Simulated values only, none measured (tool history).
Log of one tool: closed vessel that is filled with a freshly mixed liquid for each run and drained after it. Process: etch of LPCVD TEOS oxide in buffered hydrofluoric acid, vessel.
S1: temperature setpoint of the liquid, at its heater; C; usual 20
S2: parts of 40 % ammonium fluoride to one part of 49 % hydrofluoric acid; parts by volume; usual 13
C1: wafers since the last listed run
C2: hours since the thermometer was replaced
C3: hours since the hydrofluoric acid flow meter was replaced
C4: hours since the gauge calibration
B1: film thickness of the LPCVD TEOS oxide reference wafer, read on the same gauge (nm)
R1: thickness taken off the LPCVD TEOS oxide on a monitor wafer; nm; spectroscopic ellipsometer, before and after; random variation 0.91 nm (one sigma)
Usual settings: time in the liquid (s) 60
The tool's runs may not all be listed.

run 1 hour=0 | S1=20 S2=13 time_in_the_liquid_(s)=60 | C1=0 C2=227.3 C3=770.3 C4=1388.2 | B1=29.96 | R1=98.7
run 2 hour=60.1 | S1=20 S2=13 time_in_the_liquid_(s)=60 | C1=7168 C2=287.4 C3=830.4 C4=1448.3 | B1=30 | R1=97.7
run 3 hour=193 | S1=20 S2=13 time_in_the_liquid_(s)=60 | C1=15851 C2=420.3 C3=963.3 C4=1581.2 | B1=30.03 | R1=100.06
run 4 hour=237.9 | S1=20 S2=16 time_in_the_liquid_(s)=60 | C1=5355 C2=465.2 C3=1008.2 C4=1626.1 | B1=30 | R1=81.17
run 5 hour=278.1 | S1=20 S2=16 time_in_the_liquid_(s)=60 | C1=4794 C2=505.4 C3=1048.4 C4=1666.3 | B1=29.98 | R1=80.52
run 6 hour=315.4 | S1=20 S2=13 time_in_the_liquid_(s)=60 | C1=4448 C2=542.7 C3=1085.7 C4=1703.6 | B1=29.97 | R1=99.85
run 7 hour=360.3 | S1=20 S2=13 time_in_the_liquid_(s)=60 | C1=5355 C2=587.6 C3=1130.6 C4=1748.5 | B1=30 | R1=99.98
run 8 hour=525.1 | S1=20 S2=13 time_in_the_liquid_(s)=60 | C1=19656 C2=752.4 C3=1295.4 C4=1913.3 | B1=30 | R1=102.93
run 9 hour=571.3 | S1=20 S2=13 time_in_the_liquid_(s)=50 | C1=5510 C2=798.6 C3=1341.6 C4=1959.5 | B1=30.04 | R1=85.35
run 10 hour=597.4 | S1=20 S2=13 time_in_the_liquid_(s)=50 | C1=3113 C2=824.7 C3=1367.7 C4=1985.6 | B1=30.03 | R1=85.31
-- hour=623.2 hydrofluoric acid flow meter replaced
run 11 hour=664.8 | S1=20 S2=13 time_in_the_liquid_(s)=50 | C1=7919 C2=892.1 C3=41.6 C4=2053 | B1=29.99 | R1=86.56
run 12 hour=708.1 | S1=20 S2=13 time_in_the_liquid_(s)=60 | C1=5164 C2=935.4 C3=84.9 C4=2096.3 | B1=29.96 | R1=106.24
run 13 hour=755.5 | S1=20 S2=13 time_in_the_liquid_(s)=60 | C1=5653 C2=982.8 C3=132.3 C4=2143.7 | B1=29.96 | R1=104.21
-- hour=780.1 thermometer replaced
run 14 hour=781.7 | S1=21.5 S2=11.5 time_in_the_liquid_(s)=60 | C1=3005 C2=1.6 C3=158.5 C4=2169.9 | B1=29.98 | R1=116.27
run 15 hour=852.7 | S1=23.5 S2=15 time_in_the_liquid_(s)=80 | C1=8468 C2=72.6 C3=229.5 C4=2240.9 | B1=29.99 | R1=135.79
run 16 hour=918.5 | S1=20 S2=13 time_in_the_liquid_(s)=35 | C1=7848 C2=138.4 C3=295.3 C4=2306.7 | B1=29.96 | R1=55.62
run 17 hour=974.9 | S1=20 S2=13 time_in_the_liquid_(s)=60 | C1=6727 C2=194.8 C3=351.7 C4=2363.1 | B1=29.99 | R1=96.61
run 18 hour=1080.3 | S1=22.5 S2=16.5 time_in_the_liquid_(s)=30 | C1=12571 C2=300.2 C3=457.1 C4=2468.5 | B1=30.03 | R1=44.3
run 19 hour=1122.9 | S1=20 S2=13 time_in_the_liquid_(s)=60 | C1=5081 C2=342.8 C3=499.7 C4=2511.1 | B1=30 | R1=98.94
-- hour=1166 gauge calibrated
run 20 hour=1189.7 | S1=17 S2=10 time_in_the_liquid_(s)=75 | C1=7967 C2=409.6 C3=566.5 C4=23.7 | B1=29.97 | R1=135.84
run 21 hour=1244.8 | S1=20 S2=16.5 time_in_the_liquid_(s)=60 | C1=6572 C2=464.7 C3=621.6 C4=78.8 | B1=29.99 | R1=77.75
run 22 hour=1284.4 | S1=17 S2=15.5 time_in_the_liquid_(s)=95 | C1=4723 C2=504.3 C3=661.2 C4=118.4 | B1=29.98 | R1=110.9
run 23 hour=1344.3 | S1=17 S2=8.5 time_in_the_liquid_(s)=95 | C1=7144 C2=564.2 C3=721.1 C4=178.3 | B1=30 | R1=197.57
run 24 hour=1385.7 | S1=20 S2=17 time_in_the_liquid_(s)=60 | C1=4938 C2=605.6 C3=762.5 C4=219.7 | B1=30 | R1=79.17
run 25 hour=1412.1 | S1=21.5 S2=13 time_in_the_liquid_(s)=45 | C1=3148 C2=632 C3=788.9 C4=246.1 | B1=30.03 | R1=83.15
run 26 hour=1477.3 | S1=20 S2=13 time_in_the_liquid_(s)=30 | C1=7776 C2=697.2 C3=854.1 C4=311.3 | B1=30.02 | R1=51.35
run 27 hour=1522.8 | S1=20 S2=17 time_in_the_liquid_(s)=40 | C1=5427 C2=742.7 C3=899.6 C4=356.8 | B1=29.99 | R1=53.05
run 28 hour=1591.1 | S1=20 S2=13 time_in_the_liquid_(s)=60 | C1=8146 C2=811 C3=967.9 C4=425.1 | B1=30.04 | R1=101.31
run 29 hour=1637.9 | S1=21.5 S2=9.5 time_in_the_liquid_(s)=30 | C1=5582 C2=857.8 C3=1014.7 C4=471.9 | B1=29.97 | R1=75.18
run 30 hour=1697.4 | S1=23.5 S2=16 time_in_the_liquid_(s)=75 | C1=7096 C2=917.3 C3=1074.2 C4=531.4 | B1=29.97 | R1=127.46
run 31 hour=1727.6 | S1=20 S2=13 time_in_the_liquid_(s)=30 | C1=3602 C2=947.5 C3=1104.4 C4=561.6 | B1=29.93 | R1=53.53
run 32 hour=1772.2 | S1=22.5 S2=9.5 time_in_the_liquid_(s)=35 | C1=5319 C2=992.1 C3=1149 C4=606.2 | B1=29.98 | R1=93.5
run 33 hour=1826.4 | S1=17 S2=16.5 time_in_the_liquid_(s)=85 | C1=6464 C2=1046.3 C3=1203.2 C4=660.4 | B1=30.04 | R1=101.18
-- hour=1886.7 thermometer replaced
run 34 hour=1891.6 | S1=17 S2=13 time_in_the_liquid_(s)=75 | C1=7657 C2=4.9 C3=1268.4 C4=725.6 | B1=29.99 | R1=100.87

3 ways to go on from here, each from the tool as it stands after run 34. What would each give?
run A hour=1892.3 | S1=20 S2=13 time_in_the_liquid_(s)=75 | C1=83 C2=5.6 C3=1269.1 C4=726.3 | B1=? | R1=?
run B hour=1892.3 | S1=17 S2=14.5 time_in_the_liquid_(s)=75 | C1=83 C2=5.6 C3=1269.1 C4=726.3 | B1=? | R1=?
run C hour=1892.3 | S1=20 S2=13 time_in_the_liquid_(s)=85 | C1=83 C2=5.6 C3=1269.1 C4=726.3 | B1=? | R1=?

run=A B1=29.97 R1=119.11
run=B B1=29.97 R1=90.3
run=C B1=29.97 R1=135
Without the tool's hidden state the same runs would have given:
run=A R1=118.65
run=B R1=89.94
run=C R1=134.47
